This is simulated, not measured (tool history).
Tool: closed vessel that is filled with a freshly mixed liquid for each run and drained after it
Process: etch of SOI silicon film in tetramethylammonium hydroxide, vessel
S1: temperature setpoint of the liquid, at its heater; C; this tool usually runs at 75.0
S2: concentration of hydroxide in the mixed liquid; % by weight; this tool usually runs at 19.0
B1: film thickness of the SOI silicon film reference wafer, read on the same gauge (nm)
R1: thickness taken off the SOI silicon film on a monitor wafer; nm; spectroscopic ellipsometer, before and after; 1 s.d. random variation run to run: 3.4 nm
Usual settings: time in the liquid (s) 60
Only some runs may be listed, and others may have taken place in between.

run 1 day=0.000 | S1=75.0 S2=19.0 time_in_the_liquid_(s)=60 | B1=150.03 | R1=483.18
run 2 day=1.038 | S1=75.0 S2=19.0 time_in_the_liquid_(s)=60 | B1=149.98 | R1=486.14
run 3 day=2.025 | S1=75.0 S2=19.0 time_in_the_liquid_(s)=60 | B1=150.01 | R1=487.18
run 4 day=3.292 | S1=79.5 S2=19.0 time_in_the_liquid_(s)=60 | B1=150.00 | R1=638.40
run 5 day=4.104 | S1=79.5 S2=19.0 time_in_the_liquid_(s)=60 | B1=150.00 | R1=640.75
run 6 day=5.296 | S1=75.0 S2=19.0 time_in_the_liquid_(s)=60 | B1=149.98 | R1=492.95
run 7 day=6.612 | S1=75.0 S2=19.0 time_in_the_liquid_(s)=60 | B1=149.99 | R1=499.45
run 8 day=8.062 | S1=75.0 S2=16.0 time_in_the_liquid_(s)=90 | B1=149.98 | R1=796.71
-- day=8.367 gauge calibrated
run 9 day=9.533 | S1=75.0 S2=19.0 time_in_the_liquid_(s)=60 | B1=150.00 | R1=495.98
-- day=10.021 thermometer replaced
run 10 day=10.050 | S1=79.0 S2=22.0 time_in_the_liquid_(s)=70 | B1=150.02 | R1=724.88
run 11 day=10.642 | S1=72.0 S2=22.0 time_in_the_liquid_(s)=40 | B1=149.99 | R1=277.28
-- day=11.408 hydroxide flow meter replaced
run 12 day=11.596 | S1=72.0 S2=24.0 time_in_the_liquid_(s)=60 | B1=150.00 | R1=383.86
run 13 day=12.650 | S1=75.0 S2=24.5 time_in_the_liquid_(s)=60 | B1=150.02 | R1=438.97
-- day=13.488 thermometer replaced, repeated, since the last time left the tool worse
run 14 day=13.925 | S1=75.0 S2=19.0 time_in_the_liquid_(s)=60 | B1=150.00 | R1=458.24
run 15 day=15.158 | S1=75.0 S2=21.0 time_in_the_liquid_(s)=60 | B1=149.99 | R1=441.73

Same runs, no hidden state in the tool, same run-to-run variation:
Hidden conditions of the tool in this case: liquid hotter than its thermometer reads (K); hydroxide flow below the setpoint (%); gauge reads high (%).
run=1 R1=454.14
run=2 R1=455.37
run=3 R1=455.06
run=4 R1=595.36
run=5 R1=596.24
run=6 R1=456.04
run=7 R1=460.49
run=8 R1=731.24
run=9 R1=453.43
run=10 R1=621.23
run=11 R1=235.73
run=12 R1=325.42
run=13 R1=372.15
run=14 R1=455.37
run=15 R1=437.47

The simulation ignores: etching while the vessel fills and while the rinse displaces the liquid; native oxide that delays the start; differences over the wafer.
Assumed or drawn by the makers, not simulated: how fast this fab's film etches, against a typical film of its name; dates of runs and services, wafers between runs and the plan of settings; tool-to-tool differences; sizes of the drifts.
